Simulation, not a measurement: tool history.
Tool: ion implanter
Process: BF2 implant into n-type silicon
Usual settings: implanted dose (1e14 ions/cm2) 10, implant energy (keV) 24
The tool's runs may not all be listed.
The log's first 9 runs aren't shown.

run	hour	implanted dose (1e14 ions/cm2)	implant energy (keV)	wafers since the last listed run	hours since the last dose calibration	hours since the extraction supply was calibrated	hours since the gauge calibration	read-back reference wafer on the same gauge, sheet resistance	sheet resistance of the implanted and annealed layer (ohm/square)
10	214.8	10	24	306	771.9	2311.2	684.6	184.97	163.71
11	227.1	10	24	219	784.2	2323.5	696.9	184.94	164.7
# hour 238.5: gauge calibrated
12	251.2	7.95	24	429	808.3	2347.6	12.7	185.04	185.19
13	278	7.95	24	477	835.1	2374.4	39.5	184.94	185.24
14	308.5	7.73	24	543	865.6	2404.9	70	184.93	187.88
15	342.9	10	24	613	900	2439.3	104.4	184.99	163.11
# hour 362.4: extraction supply calibrated
16	362.9	12.11	24	213	920	0.5	124.4	185.03	150.14
17	383.2	10	24	361	940.3	20.8	144.7	185	162.42
# hour 403.6: Faraday cup replaced and dose calibrated
18	405.3	8.52	30.5	251	1.7	42.9	166.8	184.94	170.24
19	440	10.94	24	618	36.4	77.6	201.5	185.01	159.28
20	462.5	12.6	27.5	401	58.9	100.1	224	185.05	143.81
21	489.6	10	24	482	86	127.2	251.1	185.03	165.31
22	524.8	10.86	21	627	121.2	162.4	286.3	184.88	166.37
23	559.4	10	24	616	155.8	197	320.9	185.04	165.39
24	574.8	10	24	274	171.2	212.4	336.3	185	165.32
25	603.9	10.89	20.5	518	200.3	241.5	365.4	185.06	167.18
26	616.2	12.56	22	219	212.6	253.8	377.7	184.98	155.15
27	634.2	12.56	22	320	230.6	271.8	395.7	185.03	155.33
28	669.7	11.12	18	632	266.1	307.3	431.2	185.02	172.5
29	683.4	10.98	28	244	279.8	321	444.9	185.03	150.68
30	697.1	8.05	30	244	293.5	334.7	458.6	185.11	177.06
31	729.6	12.69	24	579	326	367.2	491.1	184.99	149.26
32	757.1	12.25	27	490	353.5	394.7	518.6	185.07	145.54
33	777	12.56	24	354	373.4	414.6	538.5	184.94	150.74

Forecast each of these 3 alternatives for the next run:
A	777.4	7.86	24	7	373.8	415	538.9	?	?
B	777.4	11.27	18	7	373.8	415	538.9	?	?
C	777.4	12.47	32	7	373.8	415	538.9	?	?

run	read-back reference wafer on the same gauge, sheet resistance	sheet resistance of the implanted and annealed layer (ohm/square)
A	185.08	188.85
B	185.08	170.99
C	185.08	136.49
Without the tool's hidden state the same runs would have given:
run	sheet resistance of the implanted and annealed layer (ohm/square)
A	189.87
B	171.53
C	136.95
